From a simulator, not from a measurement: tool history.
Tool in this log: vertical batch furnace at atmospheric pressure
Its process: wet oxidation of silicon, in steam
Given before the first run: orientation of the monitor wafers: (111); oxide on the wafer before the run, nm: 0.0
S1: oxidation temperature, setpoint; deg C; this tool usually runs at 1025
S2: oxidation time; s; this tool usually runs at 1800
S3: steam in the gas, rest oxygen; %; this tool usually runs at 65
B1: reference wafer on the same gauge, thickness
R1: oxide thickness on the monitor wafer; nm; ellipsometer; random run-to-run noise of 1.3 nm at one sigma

Run 1, hour 0.0: usual settings but S3 58 %; B1 253.91. Result: R1 277.31 nm.
Run 2, hour 29.3: usual settings but S3 58 %; B1 254.05. Result: R1 277.65 nm.
Run 3, hour 61.6: usual settings but S3 58 %; B1 254.06. Result: R1 279.51 nm.
Run 4, hour 80.0: usual settings; B1 253.87. Result: R1 298.71 nm.
Run 5, hour 108.8: usual settings but S2 1290 s; B1 254.09. Result: R1 241.26 nm.
Run 6, hour 128.5: usual settings but S2 1290 s; B1 253.87. Result: R1 243.87 nm.
Run 7, hour 145.7: usual settings; B1 254.06. Result: R1 300.94 nm.
Run 8, hour 172.1: usual settings but S2 1380 s; B1 254.05. Result: R1 253.60 nm.
At hour 211.8: steam generator serviced.
Run 9, hour 212.3: usual settings but S2 1380 s; B1 254.07. Result: R1 253.29 nm.
Run 10, hour 216.0: usual settings but S2 1380 s; B1 253.98. Result: R1 252.47 nm.
Run 11, hour 227.7: usual settings but S2 2460 s; B1 254.03. Result: R1 369.36 nm.
Run 12, hour 247.4: usual settings but S2 2460 s; B1 253.94. Result: R1 364.02 nm.
Run 13, hour 264.8: usual settings but S2 2460 s; B1 253.95. Result: R1 369.77 nm.
Run 14, hour 290.8: usual settings; B1 253.84. Result: R1 297.67 nm.
Run 15, hour 317.1: usual settings; B1 253.67. Result: R1 297.49 nm.
Run 16, hour 335.3: usual settings but S1 1003 deg C, S2 1110 s, S3 58 %; B1 253.92. Result: R1 170.51 nm.
Run 17, hour 361.5: usual settings; B1 253.93. Result: R1 300.75 nm.
Run 18, hour 379.6: usual settings but S2 1440 s, S3 71 %; B1 254.04. Result: R1 274.09 nm.
Run 19, hour 395.2: usual settings but S3 74 %; B1 253.81. Result: R1 325.73 nm.
Run 20, hour 429.0: usual settings but S1 1004 deg C, S2 2490 s, S3 72 %; B1 254.01. Result: R1 348.45 nm.
At hour 467.6: thermocouples replaced and temperature profile calibrated.
Run 21, hour 468.1: usual settings but S1 1014 deg C, S2 990 s, S3 57 %; B1 254.16. Result: R1 168.06 nm.
Run 22, hour 485.7: usual settings but S2 2340 s, S3 75 %; B1 254.20. Result: R1 389.40 nm.
At hour 497.1: gauge calibrated.
Run 23, hour 513.0: usual settings; B1 253.64. Result: R1 299.96 nm.
Run 24, hour 528.3: usual settings; B1 253.81. Result: R1 302.18 nm.
Run 25, hour 552.2: usual settings but S1 1043 deg C, S2 1020 s, S3 75 %; B1 254.09. Result: R1 253.91 nm.
Run 26, hour 575.5: usual settings but S2 2400 s; B1 253.86. Result: R1 362.20 nm.
Run 27, hour 610.9: usual settings but S1 1017 deg C, S2 1290 s, S3 57 %; B1 253.89. Result: R1 209.87 nm.
Run 28, hour 630.9: usual settings but S3 54 %; B1 254.21. Result: R1 268.05 nm.
Run 29, hour 650.6: usual settings but S2 930 s, S3 76 %; B1 254.08. Result: R1 216.68 nm.
Run 30, hour 737.2: usual settings but S2 1380 s; B1 254.32. Result: R1 252.28 nm.
Run 31, hour 841.7: usual settings but S1 1016 deg C, S2 2310 s, S3 74 %; B1 253.67. Result: R1 366.22 nm.
Run 32, hour 854.5: usual settings; B1 253.99. Result: R1 302.23 nm.
Run 33, hour 887.8: usual settings but S1 1038 deg C, S2 2040 s, S3 59 %; B1 254.01. Result: R1 329.85 nm.
Run 34, hour 909.3: usual settings but S1 1009 deg C, S2 1560 s, S3 60 %; B1 253.70. Result: R1 233.34 nm.
Run 35, hour 942.1: usual settings but S1 1004 deg C, S2 2490 s, S3 72 %; B1 254.10. Result: R1 345.94 nm.
Run 36, hour 966.7: usual settings; B1 254.08. Result: R1 299.69 nm.
Run 37, hour 989.8: usual settings but S1 1013 deg C, S3 70 %; B1 254.20. Result: R1 292.66 nm.
Run 38, hour 1019.7: usual settings; B1 254.18. Result: R1 297.29 nm.
Run 39, hour 1043.5: usual settings; B1 254.19. Result: R1 298.39 nm.

3 options for the next run, each taken on its own from the tool as it stands now. Forecast them:
Run A, hour 1047.2: usual settings; B1 ?. Result: R1 ?.
Run B, hour 1047.2: usual settings but S2 2370 s, S3 58 %; B1 ?. Result: R1 ?.
Run C, hour 1047.2: usual settings but S1 1006 deg C, S2 1080 s, S3 55 %; B1 ?. Result: R1 ?.

run      B1      R1
  A  253.93  299.29
  B  253.93  331.69
  C  253.93  163.91
With no hidden state in the tool, these same runs would have given:
run      R1
  A  299.29
  B  331.69
  C  163.91

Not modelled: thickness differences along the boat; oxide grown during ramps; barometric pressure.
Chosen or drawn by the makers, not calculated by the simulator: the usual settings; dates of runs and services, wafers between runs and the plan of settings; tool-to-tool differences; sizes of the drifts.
